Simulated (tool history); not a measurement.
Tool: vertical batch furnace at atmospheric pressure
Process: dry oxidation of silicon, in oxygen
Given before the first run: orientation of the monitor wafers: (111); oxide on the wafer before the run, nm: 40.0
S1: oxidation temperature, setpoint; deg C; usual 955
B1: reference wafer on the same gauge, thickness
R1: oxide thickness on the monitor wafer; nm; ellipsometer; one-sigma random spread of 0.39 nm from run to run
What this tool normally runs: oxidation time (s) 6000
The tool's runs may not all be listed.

run 1 hour=0 | S1=955 oxidation_time_(s)=7290 | B1=98.62 | R1=89.48
run 2 hour=28.2 | S1=955 oxidation_time_(s)=7290 | B1=98.71 | R1=89.79
run 3 hour=70.5 | S1=955 oxidation_time_(s)=6000 | B1=98.59 | R1=83.13
-- hour=71.2 gauge calibrated
run 4 hour=119 | S1=947 oxidation_time_(s)=4740 | B1=98.62 | R1=71.6
run 5 hour=160.7 | S1=947 oxidation_time_(s)=4740 | B1=98.69 | R1=72.43
run 6 hour=203.2 | S1=947 oxidation_time_(s)=4740 | B1=98.62 | R1=72.01
run 7 hour=263.5 | S1=949 oxidation_time_(s)=6000 | B1=98.69 | R1=80.55
run 8 hour=314.1 | S1=949 oxidation_time_(s)=6000 | B1=98.68 | R1=79.84
run 9 hour=347.9 | S1=949 oxidation_time_(s)=6000 | B1=98.73 | R1=79.46
run 10 hour=399.7 | S1=955 oxidation_time_(s)=6000 | B1=98.62 | R1=81.81
run 11 hour=427 | S1=955 oxidation_time_(s)=6000 | B1=98.71 | R1=82.14
run 12 hour=472 | S1=955 oxidation_time_(s)=6000 | B1=98.67 | R1=82.36
run 13 hour=511.7 | S1=955 oxidation_time_(s)=6000 | B1=98.72 | R1=81.94
-- hour=571.7 thermocouples replaced and temperature profile calibrated
run 14 hour=583 | S1=955 oxidation_time_(s)=6000 | B1=98.68 | R1=81.85
run 15 hour=651.9 | S1=955 oxidation_time_(s)=6000 | B1=98.77 | R1=81.89
run 16 hour=685 | S1=932 oxidation_time_(s)=5040 | B1=98.67 | R1=67.65
run 17 hour=742.2 | S1=978 oxidation_time_(s)=4260 | B1=98.76 | R1=79.02
-- hour=775.5 boat lift adjusted
run 18 hour=785.6 | S1=946 oxidation_time_(s)=7500 | B1=98.67 | R1=88.98
run 19 hour=852.3 | S1=962 oxidation_time_(s)=7200 | B1=98.72 | R1=94.74
run 20 hour=877.2 | S1=934 oxidation_time_(s)=8160 | B1=98.69 | R1=85.93
run 21 hour=1024.8 | S1=945 oxidation_time_(s)=4050 | B1=98.73 | R1=67.75
run 22 hour=1089.3 | S1=964 oxidation_time_(s)=4680 | B1=98.64 | R1=77.94
run 23 hour=1143.9 | S1=974 oxidation_time_(s)=8310 | B1=98.61 | R1=108.21
run 24 hour=1207.3 | S1=942 oxidation_time_(s)=7890 | B1=98.78 | R1=89.09
run 25 hour=1273.2 | S1=955 oxidation_time_(s)=6000 | B1=98.65 | R1=83.22
-- hour=1332.3 gauge calibrated
run 26 hour=1336.8 | S1=955 oxidation_time_(s)=3420 | B1=98.7 | R1=66.06
run 27 hour=1362.6 | S1=978 oxidation_time_(s)=6000 | B1=98.67 | R1=94.56
run 28 hour=1420.7 | S1=976 oxidation_time_(s)=7590 | B1=98.76 | R1=104.45
run 29 hour=1458.7 | S1=945 oxidation_time_(s)=4110 | B1=98.78 | R1=67.8
run 30 hour=1513 | S1=955 oxidation_time_(s)=6000 | B1=98.71 | R1=83.73
run 31 hour=1542.3 | S1=955 oxidation_time_(s)=6000 | B1=98.67 | R1=83.31
run 32 hour=1593.5 | S1=976 oxidation_time_(s)=7560 | B1=98.77 | R1=104.79
run 33 hour=1658.1 | S1=934 oxidation_time_(s)=3960 | B1=98.77 | R1=64.02
run 34 hour=1684.2 | S1=955 oxidation_time_(s)=6000 | B1=98.65 | R1=83.47
run 35 hour=1744.7 | S1=955 oxidation_time_(s)=6000 | B1=98.69 | R1=83.95
run 36 hour=1775 | S1=955 oxidation_time_(s)=6000 | B1=98.75 | R1=83.35
run 37 hour=1808.5 | S1=965 oxidation_time_(s)=3570 | B1=98.8 | R1=70.03
run 38 hour=1919.5 | S1=947 oxidation_time_(s)=4740 | B1=98.72 | R1=72.11
run 39 hour=1950.5 | S1=968 oxidation_time_(s)=3840 | B1=98.57 | R1=72.96

Had the tool no unlogged condition, and each run kept its random variation, what would the results have been?
Hidden state present: true tube temperature minus thermocouple reading, K; monitor wafer colder than the profiled boat position, K; gauge reads high (%).
run=1 R1=91.3
run=2 R1=91.63
run=3 R1=84.78
run=4 R1=72.91
run=5 R1=73.78
run=6 R1=73.37
run=7 R1=82.24
run=8 R1=81.55
run=9 R1=81.19
run=10 R1=83.64
run=11 R1=83.99
run=12 R1=84.25
run=13 R1=83.84
run=14 R1=83.8
run=15 R1=83.88
run=16 R1=69.21
run=17 R1=80.85
run=18 R1=89.13
run=19 R1=94.96
run=20 R1=86.14
run=21 R1=67.95
run=22 R1=78.23
run=23 R1=108.71
run=24 R1=89.53
run=25 R1=83.67
run=26 R1=66.38
run=27 R1=95.13
run=28 R1=105.16
run=29 R1=68.19
run=30 R1=84.33
run=31 R1=83.93
run=32 R1=105.64
run=33 R1=64.46
run=34 R1=84.17
run=35 R1=84.69
run=36 R1=84.11
run=37 R1=70.59
run=38 R1=72.78
run=39 R1=73.64

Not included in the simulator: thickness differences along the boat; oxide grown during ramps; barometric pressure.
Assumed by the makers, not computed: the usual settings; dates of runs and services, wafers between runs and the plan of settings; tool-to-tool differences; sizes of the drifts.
